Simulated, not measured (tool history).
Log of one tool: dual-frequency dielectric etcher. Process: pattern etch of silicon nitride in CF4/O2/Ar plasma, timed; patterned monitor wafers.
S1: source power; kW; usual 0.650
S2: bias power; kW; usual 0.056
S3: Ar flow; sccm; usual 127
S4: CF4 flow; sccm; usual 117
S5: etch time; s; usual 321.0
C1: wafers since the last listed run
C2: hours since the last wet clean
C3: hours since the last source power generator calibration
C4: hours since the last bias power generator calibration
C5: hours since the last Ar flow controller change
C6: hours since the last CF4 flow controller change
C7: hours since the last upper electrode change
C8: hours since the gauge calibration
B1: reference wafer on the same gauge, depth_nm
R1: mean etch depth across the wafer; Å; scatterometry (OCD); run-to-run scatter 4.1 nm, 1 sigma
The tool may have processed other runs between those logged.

{"run": 1, "hour": 0.0, "S1": 0.65, "S2": 0.056, "S3": 127, "S4": 117, "S5": 244.5, "C1": 0, "C2": 402.7, "C3": 3505.1, "C4": 1565.6, "C5": 1482.0, "C6": 5699.7, "C7": 3032.6, "C8": 396.5, "B1": 686.2, "R1": 6629}
{"run": 2, "hour": 10.2, "S1": 0.65, "S2": 0.056, "S3": 127, "S4": 117, "S5": 244.5, "C1": 70, "C2": 412.9, "C3": 3515.3, "C4": 1575.8, "C5": 1492.2, "C6": 5709.9, "C7": 3042.8, "C8": 406.7, "B1": 687.0, "R1": 6580}
{"run": 3, "hour": 27.3, "S1": 0.65, "S2": 0.056, "S3": 127, "S4": 117, "S5": 321.0, "C1": 118, "C2": 430.0, "C3": 3532.4, "C4": 1592.9, "C5": 1509.3, "C6": 5727.0, "C7": 3059.9, "C8": 423.8, "B1": 687.8, "R1": 8713}
{"run": 4, "hour": 42.0, "S1": 0.65, "S2": 0.056, "S3": 127, "S4": 117, "S5": 321.0, "C1": 102, "C2": 444.7, "C3": 3547.1, "C4": 1607.6, "C5": 1524.0, "C6": 5741.7, "C7": 3074.6, "C8": 438.5, "B1": 684.6, "R1": 8771}
{"hour": 61.2, "done": "gauge calibrated"}
{"hour": 77.0, "done": "bias power generator calibrated"}
{"run": 5, "hour": 82.2, "S1": 0.65, "S2": 0.056, "S3": 119, "S4": 117, "S5": 321.0, "C1": 251, "C2": 484.9, "C3": 3587.3, "C4": 5.2, "C5": 1564.2, "C6": 5781.9, "C7": 3114.8, "C8": 21.0, "B1": 688.0, "R1": 8876}
{"run": 6, "hour": 95.8, "S1": 0.65, "S2": 0.056, "S3": 119, "S4": 117, "S5": 321.0, "C1": 94, "C2": 498.5, "C3": 3600.9, "C4": 18.8, "C5": 1577.8, "C6": 5795.5, "C7": 3128.4, "C8": 34.6, "B1": 686.7, "R1": 8931}
{"run": 7, "hour": 102.7, "S1": 0.65, "S2": 0.056, "S3": 127, "S4": 143, "S5": 321.0, "C1": 47, "C2": 505.4, "C3": 3607.8, "C4": 25.7, "C5": 1584.7, "C6": 5802.4, "C7": 3135.3, "C8": 41.5, "B1": 686.5, "R1": 8945}
{"run": 8, "hour": 117.7, "S1": 0.75, "S2": 0.046, "S3": 147, "S4": 117, "S5": 281.0, "C1": 104, "C2": 520.4, "C3": 3622.8, "C4": 40.7, "C5": 1599.7, "C6": 5817.4, "C7": 3150.3, "C8": 56.5, "B1": 687.2, "R1": 8055}
{"hour": 150.2, "done": "wet clean of the chamber"}
{"run": 9, "hour": 150.7, "S1": 0.65, "S2": 0.056, "S3": 127, "S4": 117, "S5": 321.0, "C1": 62, "C2": 0.5, "C3": 3655.8, "C4": 73.7, "C5": 1632.7, "C6": 5850.4, "C7": 3183.3, "C8": 89.5, "B1": 686.4, "R1": 8262}
{"run": 10, "hour": 151.1, "S1": 0.76, "S2": 0.056, "S3": 127, "S4": 117, "S5": 374.0, "C1": 2, "C2": 0.9, "C3": 3656.2, "C4": 74.1, "C5": 1633.1, "C6": 5850.8, "C7": 3183.7, "C8": 89.9, "B1": 687.9, "R1": 11300}
{"hour": 158.4, "done": "CF4 flow controller replaced"}
{"run": 11, "hour": 158.9, "S1": 0.65, "S2": 0.051, "S3": 105, "S4": 117, "S5": 321.0, "C1": 12, "C2": 8.7, "C3": 3664.0, "C4": 81.9, "C5": 1640.9, "C6": 0.5, "C7": 3191.5, "C8": 97.7, "B1": 685.6, "R1": 8284}
{"run": 12, "hour": 164.3, "S1": 0.65, "S2": 0.061, "S3": 157, "S4": 117, "S5": 321.0, "C1": 37, "C2": 14.1, "C3": 3669.4, "C4": 87.3, "C5": 1646.3, "C6": 5.9, "C7": 3196.9, "C8": 103.1, "B1": 687.5, "R1": 8235}
{"hour": 188.0, "done": "source power generator calibrated"}
{"hour": 189.5, "done": "upper electrode replaced"}
{"run": 13, "hour": 190.0, "S1": 0.65, "S2": 0.056, "S3": 149, "S4": 144, "S5": 321.0, "C1": 140, "C2": 39.8, "C3": 2.0, "C4": 113.0, "C5": 1672.0, "C6": 31.6, "C7": 0.5, "C8": 128.8, "B1": 686.8, "R1": 8240}
{"run": 14, "hour": 190.4, "S1": 0.65, "S2": 0.056, "S3": 127, "S4": 117, "S5": 321.0, "C1": 2, "C2": 40.2, "C3": 2.4, "C4": 113.4, "C5": 1672.4, "C6": 32.0, "C7": 0.9, "C8": 129.2, "B1": 686.3, "R1": 8284}
{"run": 15, "hour": 194.5, "S1": 0.57, "S2": 0.056, "S3": 127, "S4": 117, "S5": 274.0, "C1": 28, "C2": 44.3, "C3": 6.5, "C4": 117.5, "C5": 1676.5, "C6": 36.1, "C7": 5.0, "C8": 133.3, "B1": 687.8, "R1": 6261}
{"hour": 209.2, "done": "Ar flow controller replaced"}
{"run": 16, "hour": 209.7, "S1": 0.65, "S2": 0.056, "S3": 127, "S4": 117, "S5": 321.0, "C1": 63, "C2": 59.5, "C3": 21.7, "C4": 132.7, "C5": 0.5, "C6": 51.3, "C7": 20.2, "C8": 148.5, "B1": 687.4, "R1": 8351}
{"run": 17, "hour": 214.7, "S1": 0.65, "S2": 0.056, "S3": 127, "S4": 130, "S5": 321.0, "C1": 34, "C2": 64.5, "C3": 26.7, "C4": 137.7, "C5": 5.5, "C6": 56.3, "C7": 25.2, "C8": 153.5, "B1": 686.9, "R1": 8526}
{"run": 18, "hour": 230.4, "S1": 0.65, "S2": 0.056, "S3": 120, "S4": 117, "S5": 321.0, "C1": 109, "C2": 80.2, "C3": 42.4, "C4": 153.4, "C5": 21.2, "C6": 72.0, "C7": 40.9, "C8": 169.2, "B1": 687.2, "R1": 8386}
{"run": 19, "hour": 246.2, "S1": 0.49, "S2": 0.068, "S3": 138, "S4": 99, "S5": 321.0, "C1": 109, "C2": 96.0, "C3": 58.2, "C4": 169.2, "C5": 37.0, "C6": 87.8, "C7": 56.7, "C8": 185.0, "B1": 688.2, "R1": 6408}
{"run": 20, "hour": 287.1, "S1": 0.65, "S2": 0.056, "S3": 127, "S4": 117, "S5": 321.0, "C1": 284, "C2": 136.9, "C3": 99.1, "C4": 210.1, "C5": 77.9, "C6": 128.7, "C7": 97.6, "C8": 225.9, "B1": 687.7, "R1": 8360}
{"run": 21, "hour": 301.9, "S1": 0.65, "S2": 0.056, "S3": 127, "S4": 102, "S5": 274.0, "C1": 102, "C2": 151.7, "C3": 113.9, "C4": 224.9, "C5": 92.7, "C6": 143.5, "C7": 112.4, "C8": 240.7, "B1": 686.4, "R1": 7031}

Alternative continuations, all from the tool just after run 21; predict every row:
{"run": "A", "hour": 302.4, "S1": 0.71, "S2": 0.056, "S3": 127, "S4": 117, "S5": 321.0, "C1": 3, "C2": 152.2, "C3": 114.4, "C4": 225.4, "C5": 93.2, "C6": 144.0, "C7": 112.9, "C8": 241.2, "B1": "?", "R1": "?"}
{"run": "B", "hour": 302.4, "S1": 0.65, "S2": 0.056, "S3": 127, "S4": 100, "S5": 236.0, "C1": 3, "C2": 152.2, "C3": 114.4, "C4": 225.4, "C5": 93.2, "C6": 144.0, "C7": 112.9, "C8": 241.2, "B1": "?", "R1": "?"}
{"run": "C", "hour": 302.4, "S1": 0.81, "S2": 0.06, "S3": 127, "S4": 125, "S5": 384.0, "C1": 3, "C2": 152.2, "C3": 114.4, "C4": 225.4, "C5": 93.2, "C6": 144.0, "C7": 112.9, "C8": 241.2, "B1": "?", "R1": "?"}
{"run": "D", "hour": 302.4, "S1": 0.54, "S2": 0.064, "S3": 146, "S4": 117, "S5": 267.0, "C1": 3, "C2": 152.2, "C3": 114.4, "C4": 225.4, "C5": 93.2, "C6": 144.0, "C7": 112.9, "C8": 241.2, "B1": "?", "R1": "?"}

run=A B1=686.5 R1=9193
run=B B1=686.5 R1=6045
run=C B1=686.5 R1=12976
run=D B1=686.5 R1=5880
What these runs would have given with no unlogged condition in the tool:
run=A R1=9082
run=B R1=5972
run=C R1=12819
run=D R1=5809
